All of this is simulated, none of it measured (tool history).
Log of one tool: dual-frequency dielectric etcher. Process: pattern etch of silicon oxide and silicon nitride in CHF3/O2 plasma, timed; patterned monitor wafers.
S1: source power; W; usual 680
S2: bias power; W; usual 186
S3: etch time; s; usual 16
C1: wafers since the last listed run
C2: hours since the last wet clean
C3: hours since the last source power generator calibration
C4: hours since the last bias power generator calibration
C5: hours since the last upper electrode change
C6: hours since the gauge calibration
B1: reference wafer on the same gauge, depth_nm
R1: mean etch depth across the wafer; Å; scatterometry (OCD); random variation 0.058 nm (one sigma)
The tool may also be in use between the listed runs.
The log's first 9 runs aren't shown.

run   hour   S1   S2    S3   C1     C2     C3     C4     C5     C6     B1     R1
 10    251  680  186    16  319  101.3  120.6     72  171.8  830.3   22.9  219.1
 11  270.3  680  186    12  251  120.6  139.9   91.3  191.1  849.6   22.9  163.7
 12  290.2  610  155  12.5  259  140.5  159.8  111.2    211  869.5   22.9  153.7
 13  325.6  680  186    16  461  175.9  195.2  146.6  246.4  904.9   22.9  218.5
 14  353.3  550  220    16  360  203.6  222.9  174.3  274.1  932.6   22.9  207.3
 15  386.8  680  186  12.5  436  237.1  256.4  207.8  307.6  966.1  22.93  170.6
 16  406.9  840  151    12  261  257.2  276.5  227.9  327.7  986.2   22.9  170.5
       438  -- gauge calibrated
 17  439.3  610  186    16  422  289.6  308.9  260.3  360.1    1.3  22.89  207.4
 18  460.5  730  186  11.5  276  310.8  330.1  281.5  381.3   22.5  22.91  161.3
 19  495.9  560  152  19.5  461  346.2  365.5  316.9  416.7   57.9  22.91  228.1
 20  567.6  510  211    20  934  417.9  437.2  388.6  488.4  129.6  22.91  244.8
 21  589.4  680  186  20.5  284  439.7    459  410.4  510.2  151.4   22.9  277.7
 22    625  680  166    16  463  475.3  494.6    446  545.8    187  22.88  209.6
 23  650.5  680  219    16  332  500.8  520.1  471.5  571.3  212.5   22.9  226.4
 24  676.7  520  186    16  341    527  546.3  497.7  597.5  238.7  22.93  189.9
 25  697.5  560  200    19  271  547.8  567.1  518.5  618.3  259.5   22.9  239.5
 26  717.6  680  186    16  261  567.9  587.2  538.6  638.4  279.6  22.89  215.9
 27  744.2  780  227  13.5  346  594.5  613.8  565.2    665  306.2   22.9  206.2
 28  760.7  820  186  11.5  214    611  630.3  581.7  681.5  322.7  22.89  168.5
 29  784.2  680  186    16  306  634.5  653.8  605.2    705  346.2  22.93  215.8
 30  809.9  570  186    11  334  660.2  679.5  630.9  730.7  371.9  22.91  136.1
     835.4  -- wet clean of the chamber
 31  835.9  550  186    16   26    0.5  705.5  656.9  756.7  397.9   22.9  197.9

3 ways to go on from here, each from the tool as it stands after run 31. What would each give?
  A  836.3  680  161    16   5  0.9  705.9  657.3  757.1  398.3   ?   ?
  B  836.3  730  219  17.5   5  0.9  705.9  657.3  757.1  398.3   ?   ?
  C  836.3  820  186  17.5   5  0.9  705.9  657.3  757.1  398.3   ?   ?

run     B1     R1
  A  22.89  208.8
  B  22.89  258.3
  C  22.89  259.4
Without the tool's hidden state the same runs would have given:
run     R1
  A  208.8
  B  258.2
  C  259.3
